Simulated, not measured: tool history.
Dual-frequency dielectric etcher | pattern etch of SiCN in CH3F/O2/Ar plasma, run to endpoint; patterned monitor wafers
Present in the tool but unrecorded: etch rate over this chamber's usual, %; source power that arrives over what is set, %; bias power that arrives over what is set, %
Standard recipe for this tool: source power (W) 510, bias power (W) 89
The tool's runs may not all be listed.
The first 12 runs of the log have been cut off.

| run | hour | source power (W) | bias power (W) | wafers since the last listed run | hours since the last wet clean | hours since the last source power generator calibration | hours since the last bias power generator calibration | hours since the last upper electrode change | incoming incoming film thickness, nm | endpoint time (s) |
|---|---|---|---|---|---|---|---|---|---|---|
| 13 | 994.2 | 590 | 109 | 1497 | 323.5 | 375.7 | 283.5 | 436.9 | 7.18 | 15.4 |
| 14 | 1067.7 | 510 | 74 | 1157 | 397.0 | 449.2 | 357.0 | 510.4 | 7.17 | 17.9 |
| 15 | 1149.3 | 510 | 89 | 1285 | 478.6 | 530.8 | 438.6 | 592.0 | 7.22 | 17.2 |
|  | 1258.6 | wet clean of the chamber |
| 16 | 1259.1 | 460 | 107 | 1351 | 0.5 | 640.6 | 548.4 | 701.8 | 7.25 | 17.1 |
| 17 | 1343.3 | 440 | 71 | 1326 | 84.7 | 724.8 | 632.6 | 786.0 | 7.21 | 19.0 |
| 18 | 1424.6 | 510 | 89 | 1280 | 166.0 | 806.1 | 713.9 | 867.3 | 7.17 | 17.0 |
| 19 | 1482.7 | 510 | 89 | 915 | 224.1 | 864.2 | 772.0 | 925.4 | 7.13 | 16.9 |
| 20 | 1578.3 | 630 | 104 | 1505 | 319.7 | 959.8 | 867.6 | 1021.0 | 7.11 | 15.0 |
| 21 | 1659.1 | 640 | 96 | 1272 | 400.5 | 1040.6 | 948.4 | 1101.8 | 7.16 | 15.3 |
| 22 | 1718.0 | 420 | 108 | 927 | 459.4 | 1099.5 | 1007.3 | 1160.7 | 7.25 | 17.6 |
| 23 | 1775.7 | 510 | 89 | 908 | 517.1 | 1157.2 | 1065.0 | 1218.4 | 7.22 | 17.1 |
| 24 | 1811.7 | 430 | 83 | 567 | 553.1 | 1193.2 | 1101.0 | 1254.4 | 7.20 | 18.5 |
| 25 | 1895.7 | 630 | 89 | 1323 | 637.1 | 1277.2 | 1185.0 | 1338.4 | 7.14 | 15.6 |
|  | 1949.9 | wet clean of the chamber |
| 26 | 1950.4 | 380 | 109 | 483 | 0.5 | 1331.9 | 1239.7 | 1393.1 | 7.17 | 17.9 |
| 27 | 2033.8 | 510 | 89 | 1313 | 83.9 | 1415.3 | 1323.1 | 1476.5 | 7.21 | 17.1 |
| 28 | 2086.8 | 510 | 89 | 834 | 136.9 | 1468.3 | 1376.1 | 1529.5 | 7.16 | 16.8 |
| 29 | 2161.0 | 510 | 77 | 1168 | 211.1 | 1542.5 | 1450.3 | 1603.7 | 7.23 | 17.8 |
| 30 | 2210.2 | 610 | 75 | 774 | 260.3 | 1591.7 | 1499.5 | 1652.9 | 7.13 | 16.5 |
| 31 | 2274.0 | 510 | 89 | 1004 | 324.1 | 1655.5 | 1563.3 | 1716.7 | 7.16 | 17.0 |
| 32 | 2366.9 | 420 | 100 | 1463 | 417.0 | 1748.4 | 1656.2 | 1809.6 | 7.23 | 17.8 |
| 33 | 2415.5 | 420 | 82 | 765 | 465.6 | 1797.0 | 1704.8 | 1858.2 | 7.24 | 18.6 |
| 34 | 2518.7 | 580 | 97 | 1625 | 568.8 | 1900.2 | 1808.0 | 1961.4 | 7.26 | 15.9 |
| 35 | 2562.8 | 510 | 89 | 694 | 612.9 | 1944.3 | 1852.1 | 2005.5 | 7.18 | 16.9 |

4 options for the next run, each taken on its own from the tool as it stands now. Forecast them:
| A | 2563.2 | 510 | 67 | 6 | 613.3 | 1944.7 | 1852.5 | 2005.9 | 7.22 | ? |
| B | 2563.2 | 540 | 74 | 6 | 613.3 | 1944.7 | 1852.5 | 2005.9 | 7.22 | ? |
| C | 2563.2 | 610 | 79 | 6 | 613.3 | 1944.7 | 1852.5 | 2005.9 | 7.22 | ? |
| D | 2563.2 | 420 | 107 | 6 | 613.3 | 1944.7 | 1852.5 | 2005.9 | 7.22 | ? |

| run | endpoint time (s) |
|---|---|
| A | 18.2 |
| B | 17.4 |
| C | 16.4 |
| D | 17.6 |
With no hidden state in the tool, these same runs would have given:
| run | endpoint time (s) |
|---|---|
| A | 18.5 |
| B | 17.8 |
| C | 16.7 |
| D | 17.9 |
